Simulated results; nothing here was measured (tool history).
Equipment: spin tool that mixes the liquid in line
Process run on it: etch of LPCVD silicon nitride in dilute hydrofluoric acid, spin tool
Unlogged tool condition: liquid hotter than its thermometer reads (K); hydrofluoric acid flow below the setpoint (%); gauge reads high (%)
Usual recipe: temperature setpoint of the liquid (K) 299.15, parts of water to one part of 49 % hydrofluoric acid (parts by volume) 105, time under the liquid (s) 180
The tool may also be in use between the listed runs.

run	hour	temperature setpoint of the liquid (K)	parts of water to one part of 49 % hydrofluoric acid (parts by volume)	time under the liquid (s)	wafers since the last listed run	hours since the thermometer was replaced	hours since the hydrofluoric acid flow meter was replaced	hours since the gauge calibration	read-back film thickness of the LPCVD silicon nitride reference wafer, read on the same gauge (nm)	thickness taken off the LPCVD silicon nitride on a monitor wafer (angstrom)
1	0	302.65	105	180	0	875	1825.9	622	129.984	11.54
2	36	299.15	105	180	259	911	1861.9	658	129.997	9.02
3	56.5	299.15	105	180	147	931.5	1882.4	678.5	129.996	9.06
4	70.7	299.15	105	180	102	945.7	1896.6	692.7	129.991	9.35
5	100.6	299.15	105	230	215	975.6	1926.5	722.6	130.033	11.72
6	124.9	299.15	105	230	175	999.9	1950.8	746.9	130.001	11.75
7	147.2	299.15	70	250	160	1022.2	1973.1	769.2	130.017	19.27
8	169.2	299.15	70	250	158	1044.2	1995.1	791.2	130.008	20.07
9	203.3	300.65	105	180	245	1078.3	2029.2	825.3	129.981	10.51
10	237.4	300.65	105	180	245	1112.4	2063.3	859.4	130.02	9.72
11	251.5	299.15	105	180	101	1126.5	2077.4	873.5	129.978	8.85
# hour 257.6: gauge calibrated
12	305.8	299.15	125	180	391	1180.8	2131.7	48.2	130.021	7.55
13	322.2	299.15	125	180	118	1197.2	2148.1	64.6	130.024	7.56
14	355.3	299.15	125	180	238	1230.3	2181.2	97.7	130.008	7.92
# hour 371.5: thermometer replaced
15	375.6	296.15	85	265	139	4.1	2201.5	118	129.993	13.79
16	410.8	295.15	130	180	253	39.3	2236.7	153.2	129.941	5.83
17	424.6	299.15	140	180	99	53.1	2250.5	167	130.026	7.02
18	446	294.15	135	180	154	74.5	2271.9	188.4	129.978	5.29
19	470.4	301.15	105	180	175	98.9	2296.3	212.8	129.971	10.56
20	555.8	294.65	120	180	615	184.3	2381.7	298.2	130.027	5.91
21	584.1	299.15	125	140	203	212.6	2410	326.5	130.059	5.82
22	619.7	301.65	105	225	256	248.2	2445.6	362.1	130.015	13.2
23	646.1	296.65	65	250	190	274.6	2472	388.5	130.018	17.74
24	664.3	299.15	105	180	131	292.8	2490.2	406.7	130.006	9.24
# hour 668.8: hydrofluoric acid flow meter replaced
25	687.9	294.65	120	180	162	316.4	19.1	430.3	130.01	5.75
26	712.2	294.65	120	180	175	340.7	43.4	454.6	129.98	5.75
27	746.7	299.15	105	180	248	375.2	77.9	489.1	130.012	9.01
28	771.8	297.65	105	85	180	400.3	103	514.2	130.003	4.05
29	798.4	301.65	145	180	191	426.9	129.6	540.8	130.025	7.95
30	830.6	299.15	105	180	232	459.1	161.8	573	130.014	8.97
31	862.6	299.15	105	180	230	491.1	193.8	605	130.018	9.06
32	892.8	299.15	105	180	217	521.3	224	635.2	129.988	9.32

Forecast each of these 4 alternatives for the next run:
A	893.3	299.15	105	180	3	521.8	224.5	635.7	?	?
B	893.3	295.15	140	105	3	521.8	224.5	635.7	?	?
C	893.3	297.65	135	80	3	521.8	224.5	635.7	?	?
D	893.3	300.65	130	80	3	521.8	224.5	635.7	?	?

run	read-back film thickness of the LPCVD silicon nitride reference wafer, read on the same gauge (nm)	thickness taken off the LPCVD silicon nitride on a monitor wafer (angstrom)
A	130.003	9.83
B	130.003	3.32
C	130.003	3.09
D	130.003	3.89
Without the tool's unlogged condition, the same runs would have read:
run	thickness taken off the LPCVD silicon nitride on a monitor wafer (angstrom)
A	9.83
B	3.32
C	3.09
D	3.89
